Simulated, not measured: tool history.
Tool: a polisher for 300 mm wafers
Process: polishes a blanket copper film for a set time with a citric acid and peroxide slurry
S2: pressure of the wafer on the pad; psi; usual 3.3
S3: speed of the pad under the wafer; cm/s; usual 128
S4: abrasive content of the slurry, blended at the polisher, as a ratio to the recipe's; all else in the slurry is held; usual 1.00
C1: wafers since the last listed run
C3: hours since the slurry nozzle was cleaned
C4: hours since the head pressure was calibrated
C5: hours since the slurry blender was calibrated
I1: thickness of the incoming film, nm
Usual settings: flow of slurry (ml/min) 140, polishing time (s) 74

{"run": 1, "hour": 0.0, "flow of slurry (ml/min)": 140, "S2": 3.3, "S3": 100, "S4": 1.0, "polishing time (s)": 55, "C1": 0, "wafers polished on this pad": 164, "C3": 287.6, "C4": 144.1, "C5": 19.4, "I1": 860.5, "film removed (Å)": 1400}
{"run": 2, "hour": 70.1, "flow of slurry (ml/min)": 165, "S2": 3.3, "S3": 128, "S4": 1.0, "polishing time (s)": 74, "C1": 626, "wafers polished on this pad": 790, "C3": 357.7, "C4": 214.2, "C5": 89.5, "I1": 870.0, "film removed (Å)": 2440}
{"run": 3, "hour": 137.6, "flow of slurry (ml/min)": 140, "S2": 3.3, "S3": 128, "S4": 1.0, "polishing time (s)": 74, "C1": 603, "wafers polished on this pad": 1394, "C3": 425.2, "C4": 281.7, "C5": 157.0, "I1": 876.0, "film removed (Å)": 2191}
{"run": 4, "hour": 180.2, "flow of slurry (ml/min)": 140, "S2": 3.3, "S3": 128, "S4": 1.0, "polishing time (s)": 74, "C1": 380, "wafers polished on this pad": 1775, "C3": 467.8, "C4": 324.3, "C5": 199.6, "I1": 867.5, "film removed (Å)": 2149}
{"hour": 184.7, "done": "worn pad replaced by a new one"}
{"run": 5, "hour": 205.9, "flow of slurry (ml/min)": 140, "S2": 3.3, "S3": 128, "S4": 1.0, "polishing time (s)": 74, "C1": 193, "wafers polished on this pad": 189, "C3": 493.5, "C4": 350.0, "C5": 225.3, "I1": 872.2, "film removed (Å)": 2042}
{"hour": 214.7, "done": "slurry nozzle cleaned"}
{"hour": 217.0, "done": "head pressure recalibrated"}
{"hour": 233.9, "done": "slurry blender recalibrated"}
{"run": 6, "hour": 247.3, "flow of slurry (ml/min)": 140, "S2": 3.3, "S3": 128, "S4": 1.0, "polishing time (s)": 74, "C1": 325, "wafers polished on this pad": 515, "C3": 32.6, "C4": 30.3, "C5": 13.4, "I1": 878.2, "film removed (Å)": 2487}
{"run": 7, "hour": 300.8, "flow of slurry (ml/min)": 140, "S2": 3.3, "S3": 110, "S4": 1.0, "polishing time (s)": 74, "C1": 478, "wafers polished on this pad": 993, "C3": 86.1, "C4": 83.8, "C5": 66.9, "I1": 873.2, "film removed (Å)": 2108}
{"run": 8, "hour": 335.3, "flow of slurry (ml/min)": 110, "S2": 2.9, "S3": 128, "S4": 1.0, "polishing time (s)": 74, "C1": 308, "wafers polished on this pad": 1301, "C3": 120.6, "C4": 118.3, "C5": 101.4, "I1": 868.8, "film removed (Å)": 2050}
{"hour": 404.4, "done": "worn pad replaced by a new one"}
{"run": 9, "hour": 416.8, "flow of slurry (ml/min)": 110, "S2": 2.9, "S3": 128, "S4": 1.0, "polishing time (s)": 74, "C1": 692, "wafers polished on this pad": 110, "C3": 202.1, "C4": 199.8, "C5": 182.9, "I1": 865.9, "film removed (Å)": 1951}
{"run": 10, "hour": 477.8, "flow of slurry (ml/min)": 110, "S2": 2.9, "S3": 128, "S4": 1.0, "polishing time (s)": 74, "C1": 545, "wafers polished on this pad": 655, "C3": 263.1, "C4": 260.8, "C5": 243.9, "I1": 873.8, "film removed (Å)": 1885}
{"hour": 493.3, "done": "slurry blender recalibrated"}
{"run": 11, "hour": 505.5, "flow of slurry (ml/min)": 140, "S2": 3.3, "S3": 128, "S4": 1.2, "polishing time (s)": 74, "C1": 229, "wafers polished on this pad": 885, "C3": 290.8, "C4": 288.5, "C5": 12.2, "I1": 869.2, "film removed (Å)": 2418}
{"hour": 512.1, "done": "head pressure recalibrated"}
{"run": 12, "hour": 576.1, "flow of slurry (ml/min)": 140, "S2": 3.3, "S3": 128, "S4": 1.1, "polishing time (s)": 74, "C1": 613, "wafers polished on this pad": 1498, "C3": 361.4, "C4": 64.0, "C5": 82.8, "I1": 868.9, "film removed (Å)": 2402}
{"hour": 606.6, "done": "worn pad replaced by a new one"}
{"hour": 617.7, "done": "slurry nozzle cleaned"}
{"run": 13, "hour": 622.4, "flow of slurry (ml/min)": 105, "S2": 3.3, "S3": 158, "S4": 1.1, "polishing time (s)": 94, "C1": 369, "wafers polished on this pad": 131, "C3": 4.7, "C4": 110.3, "C5": 129.1, "I1": 872.5, "film removed (Å)": 3729}
{"run": 14, "hour": 690.3, "flow of slurry (ml/min)": 140, "S2": 3.3, "S3": 128, "S4": 1.0, "polishing time (s)": 74, "C1": 606, "wafers polished on this pad": 738, "C3": 72.6, "C4": 178.2, "C5": 197.0, "I1": 876.7, "film removed (Å)": 2381}
{"hour": 716.2, "done": "slurry blender recalibrated"}
{"run": 15, "hour": 734.5, "flow of slurry (ml/min)": 140, "S2": 3.3, "S3": 94, "S4": 1.0, "polishing time (s)": 94, "C1": 377, "wafers polished on this pad": 1116, "C3": 116.8, "C4": 222.4, "C5": 18.3, "I1": 861.1, "film removed (Å)": 2362}
{"run": 16, "hour": 771.8, "flow of slurry (ml/min)": 180, "S2": 2.9, "S3": 160, "S4": 1.0, "polishing time (s)": 74, "C1": 333, "wafers polished on this pad": 1449, "C3": 154.1, "C4": 259.7, "C5": 55.6, "I1": 877.5, "film removed (Å)": 2785}
{"hour": 799.0, "done": "head pressure recalibrated"}
{"hour": 806.7, "done": "worn pad replaced by a new one"}
{"run": 17, "hour": 810.6, "flow of slurry (ml/min)": 140, "S2": 3.3, "S3": 154, "S4": 1.0, "polishing time (s)": 74, "C1": 293, "wafers polished on this pad": 34, "C3": 192.9, "C4": 11.6, "C5": 94.4, "I1": 857.1, "film removed (Å)": 2851}
{"run": 18, "hour": 871.9, "flow of slurry (ml/min)": 180, "S2": 2.9, "S3": 160, "S4": 1.0, "polishing time (s)": 74, "C1": 547, "wafers polished on this pad": 582, "C3": 254.2, "C4": 72.9, "C5": 155.7, "I1": 861.0, "film removed (Å)": 2694}
{"run": 19, "hour": 926.3, "flow of slurry (ml/min)": 140, "S2": 3.3, "S3": 128, "S4": 1.0, "polishing time (s)": 60, "C1": 486, "wafers polished on this pad": 1069, "C3": 308.6, "C4": 127.3, "C5": 210.1, "I1": 876.0, "film removed (Å)": 1846}
{"hour": 939.0, "done": "slurry blender recalibrated"}
{"run": 20, "hour": 954.6, "flow of slurry (ml/min)": 140, "S2": 3.3, "S3": 128, "S4": 1.25, "polishing time (s)": 74, "C1": 235, "wafers polished on this pad": 1304, "C3": 336.9, "C4": 155.6, "C5": 15.6, "I1": 855.8, "film removed (Å)": 2457}
{"run": 21, "hour": 1018.0, "flow of slurry (ml/min)": 140, "S2": 3.3, "S3": 128, "S4": 1.0, "polishing time (s)": 74, "C1": 566, "wafers polished on this pad": 1870, "C3": 400.3, "C4": 219.0, "C5": 79.0, "I1": 873.7, "film removed (Å)": 2237}
{"hour": 1023.2, "done": "slurry nozzle cleaned"}
{"run": 22, "hour": 1042.1, "flow of slurry (ml/min)": 140, "S2": 3.3, "S3": 84, "S4": 1.0, "polishing time (s)": 74, "C1": 206, "wafers polished on this pad": 2077, "C3": 18.9, "C4": 243.1, "C5": 103.1, "I1": 874.4, "film removed (Å)": 1581}
{"hour": 1067.4, "done": "worn pad replaced by a new one"}
{"run": 23, "hour": 1073.1, "flow of slurry (ml/min)": 140, "S2": 3.3, "S3": 128, "S4": 1.0, "polishing time (s)": 52, "C1": 241, "wafers polished on this pad": 50, "C3": 49.9, "C4": 274.1, "C5": 134.1, "I1": 865.3, "film removed (Å)": 1676}
{"hour": 1101.3, "done": "head pressure recalibrated"}
{"run": 24, "hour": 1107.9, "flow of slurry (ml/min)": 155, "S2": 3.3, "S3": 128, "S4": 1.0, "polishing time (s)": 74, "C1": 293, "wafers polished on this pad": 343, "C3": 84.7, "C4": 6.6, "C5": 168.9, "I1": 878.9, "film removed (Å)": 2396}
{"hour": 1149.9, "done": "slurry blender recalibrated"}
{"run": 25, "hour": 1173.7, "flow of slurry (ml/min)": 140, "S2": 3.3, "S3": 128, "S4": 1.0, "polishing time (s)": 74, "C1": 570, "wafers polished on this pad": 914, "C3": 150.5, "C4": 72.4, "C5": 23.8, "I1": 874.3, "film removed (Å)": 2364}

Forecast each of these 4 alternatives for the next run:
{"run": "A", "hour": 1174.2, "flow of slurry (ml/min)": 140, "S2": 3.3, "S3": 128, "S4": 1.0, "polishing time (s)": 74, "C1": 4, "wafers polished on this pad": 918, "C3": 151.0, "C4": 72.9, "C5": 24.3, "I1": 874.8, "film removed (Å)": "?"}
{"run": "B", "hour": 1174.2, "flow of slurry (ml/min)": 140, "S2": 3.3, "S3": 152, "S4": 0.9, "polishing time (s)": 74, "C1": 4, "wafers polished on this pad": 918, "C3": 151.0, "C4": 72.9, "C5": 24.3, "I1": 874.8, "film removed (Å)": "?"}
{"run": "C", "hour": 1174.2, "flow of slurry (ml/min)": 140, "S2": 3.3, "S3": 128, "S4": 1.1, "polishing time (s)": 96, "C1": 4, "wafers polished on this pad": 918, "C3": 151.0, "C4": 72.9, "C5": 24.3, "I1": 874.8, "film removed (Å)": "?"}
{"run": "D", "hour": 1174.2, "flow of slurry (ml/min)": 165, "S2": 3.3, "S3": 170, "S4": 1.0, "polishing time (s)": 74, "C1": 4, "wafers polished on this pad": 918, "C3": 151.0, "C4": 72.9, "C5": 24.3, "I1": 874.8, "film removed (Å)": "?"}

run=A film_removed_(Å)=2406
run=B film_removed_(Å)=2779
run=C film_removed_(Å)=3193
run=D film_removed_(Å)=3262
Without the tool's hidden state the same runs would have given:
run=A film_removed_(Å)=2453
run=B film_removed_(Å)=2832
run=C film_removed_(Å)=3255
run=D film_removed_(Å)=3320

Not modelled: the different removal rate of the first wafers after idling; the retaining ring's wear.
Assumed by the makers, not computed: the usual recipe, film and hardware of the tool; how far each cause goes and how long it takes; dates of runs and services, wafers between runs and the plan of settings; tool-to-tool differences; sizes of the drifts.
